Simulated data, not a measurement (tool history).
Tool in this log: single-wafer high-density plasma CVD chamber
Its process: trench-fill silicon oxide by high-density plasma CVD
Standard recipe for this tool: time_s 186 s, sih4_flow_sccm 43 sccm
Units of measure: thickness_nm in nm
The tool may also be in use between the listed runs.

run,hour,time_s,sih4_flow_sccm,wafers since the last listed run,hours since the silane flow controller was replaced,hours since the gauge calibration,"read-back reference wafer on the same gauge, thickness_nm",thickness_nm
1,0.0,186,43,0,2735.7,828.4,809.498,797.100
2,57.4,186,43,399,2793.1,885.8,810.055,794.636
3,99.4,186,45,292,2835.1,927.8,810.166,830.723
4,148.4,186,45,341,2884.1,976.8,809.820,832.925
5,203.2,186,45,381,2938.9,1031.6,809.639,832.146
6,261.2,186,43,403,2996.9,1089.6,809.818,794.030
# hour 431.1: silane flow controller replaced
7,471.7,186,43,1410,40.6,1300.1,810.328,820.892
8,499.0,186,43,190,67.9,1327.4,809.967,821.412
9,535.3,186,43,252,104.2,1363.7,809.616,818.635
10,601.6,186,37,461,170.5,1430.0,810.273,712.809
11,647.3,195,48,318,216.2,1475.7,810.292,951.049
# hour 678.4: gauge calibrated
12,702.4,195,48,383,271.3,24.0,809.669,950.860
13,728.2,169,37,179,297.1,49.8,810.168,645.452
14,753.0,186,43,172,321.9,74.6,810.025,819.111
15,817.6,186,40,449,386.5,139.2,809.158,763.779
16,887.4,204,47,486,456.3,209.0,809.637,968.269
17,949.7,186,43,433,518.6,271.3,809.742,816.664
18,974.3,186,43,171,543.2,295.9,809.810,817.991
19,1018.3,164,35,306,587.2,339.9,809.815,599.753
20,1065.0,151,43,325,633.9,386.6,810.505,663.802
21,1219.2,164,48,1073,788.1,540.8,810.775,796.431
22,1288.9,186,43,485,857.8,610.5,810.269,816.157
23,1320.5,186,50,220,889.4,642.1,809.720,937.335
24,1369.8,167,36,343,938.7,691.4,809.967,623.591

Predict each of these 3 candidate next runs independently; none follows another, all start after run 24:
A,1370.3,186,43,3,939.2,691.9,?,?
B,1370.3,222,35,3,939.2,691.9,?,?
C,1370.3,202,35,3,939.2,691.9,?,?

run,"read-back reference wafer on the same gauge, thickness_nm",thickness_nm
A,810.861,811.426
B,810.861,803.517
C,810.861,731.128
Had the tool no hidden state, the same runs would have come out as:
run,thickness_nm
A,816.834
B,808.873
C,736.001
